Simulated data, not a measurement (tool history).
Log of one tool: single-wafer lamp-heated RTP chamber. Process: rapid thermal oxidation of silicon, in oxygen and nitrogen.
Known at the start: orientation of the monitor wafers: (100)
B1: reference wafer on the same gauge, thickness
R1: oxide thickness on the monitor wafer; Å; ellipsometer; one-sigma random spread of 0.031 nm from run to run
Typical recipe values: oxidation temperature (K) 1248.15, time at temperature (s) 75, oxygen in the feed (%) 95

Run 1, hour 0.0: usual settings; B1 5.771. Result: R1 52.24 Å.
Run 2, hour 69.3: usual settings; B1 5.750. Result: R1 52.23 Å.
Run 3, hour 124.0: usual settings; B1 5.728. Result: R1 52.90 Å.
Run 4, hour 265.0: usual settings but oxidation temperature (K) 1234.15, oxygen in the feed (%) 98; B1 5.707. Result: R1 47.76 Å.
Run 5, hour 326.8: usual settings but oxidation temperature (K) 1234.15, oxygen in the feed (%) 98; B1 5.705. Result: R1 47.71 Å.
Run 6, hour 409.2: usual settings; B1 5.683. Result: R1 52.70 Å.
Run 7, hour 455.4: usual settings; B1 5.693. Result: R1 51.76 Å.
At hour 618.0: pyrometer window cleaned and pyrometer calibrated.
Run 8, hour 686.7: usual settings; B1 5.679. Result: R1 51.85 Å.
Run 9, hour 771.5: usual settings; B1 5.667. Result: R1 52.10 Å.
At hour 773.4: gauge calibrated.
Run 10, hour 808.0: usual settings but oxidation temperature (K) 1233.15, time at temperature (s) 107, oxygen in the feed (%) 98; B1 5.848. Result: R1 56.73 Å.
Run 11, hour 849.9: usual settings but time at temperature (s) 90; B1 5.841. Result: R1 58.35 Å.
Run 12, hour 926.5: usual settings but oxidation temperature (K) 1237.15, time at temperature (s) 90, oxygen in the feed (%) 98; B1 5.789. Result: R1 53.59 Å.
At hour 952.9: oxygen flow controller replaced.
Run 13, hour 997.3: usual settings but oxidation temperature (K) 1270.15, time at temperature (s) 53; B1 5.781. Result: R1 53.43 Å.

Run 14, settings as shown, results not yet in. Your forecast:
Run 14, hour 1061.6: usual settings but oxidation temperature (K) 1230.15, time at temperature (s) 61, oxygen in the feed (%) 75; B1 ?. Result: R1 ?.

Run 14 measured B1 5.745, R1 39.16 Å.
The same run, on a tool lacking any hidden state, would have yielded R1 39.78 Å.
